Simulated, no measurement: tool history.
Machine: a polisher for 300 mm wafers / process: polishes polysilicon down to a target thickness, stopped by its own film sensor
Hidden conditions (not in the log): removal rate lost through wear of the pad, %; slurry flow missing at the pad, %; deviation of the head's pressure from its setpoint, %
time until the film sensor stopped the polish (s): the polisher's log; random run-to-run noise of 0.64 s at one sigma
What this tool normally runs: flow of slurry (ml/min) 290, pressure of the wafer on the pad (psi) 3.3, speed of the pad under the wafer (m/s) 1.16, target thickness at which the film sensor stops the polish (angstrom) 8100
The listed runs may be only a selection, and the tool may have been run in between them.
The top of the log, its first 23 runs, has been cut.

run	hour	flow of slurry (ml/min)	pressure of the wafer on the pad (psi)	speed of the pad under the wafer (m/s)	target thickness at which the film sensor stops the polish (angstrom)	wafers since the last listed run	wafers polished on this pad	hours since the slurry nozzle was cleaned	hours since the head pressure was calibrated	incoming thickness of the incoming film, nm	time until the film sensor stopped the polish (s)
# hour 339.4: head pressure recalibrated
24	339.9	290	3.3	1.42	6640	167	712	27	0.5	1584.2	73.1
25	347.9	290	3.3	1.16	8100	98	810	35	8.5	1601.2	74.8
26	359	195	3.3	0.76	8100	135	946	46.1	19.6	1614.2	116.8
# hour 374.8: worn pad replaced by a new one
27	375.3	290	2.4	1.46	8100	150	5	62.4	35.9	1554.6	71
28	407	290	3.3	1.16	8100	388	394	94.1	67.6	1566.8	68.5
29	416.1	330	3.3	0.98	10170	111	505	103.2	76.7	1586.1	60.5
30	424.9	290	3.3	1.16	8100	107	613	112	85.5	1584	70.9
31	436.7	290	2.6	1.16	8100	144	757	123.8	97.3	1578.4	92.1

Below are 3 alternative next runs, each starting from the tool's condition after run 31. Predict each:
A	437.1	335	3.3	1.16	8100	4	762	124.2	97.7	1559.8	?
B	437.1	290	3.3	1.42	8100	4	762	124.2	97.7	1559.8	?
C	437.1	290	3.3	0.92	8100	4	762	124.2	97.7	1559.8	?

run	time until the film sensor stopped the polish (s)
A	69.5
B	58.9
C	85.9
Take away the tool's hidden state, keep each run's random variation, and the runs would have read:
run	time until the film sensor stopped the polish (s)
A	63.4
B	53.7
C	78.3
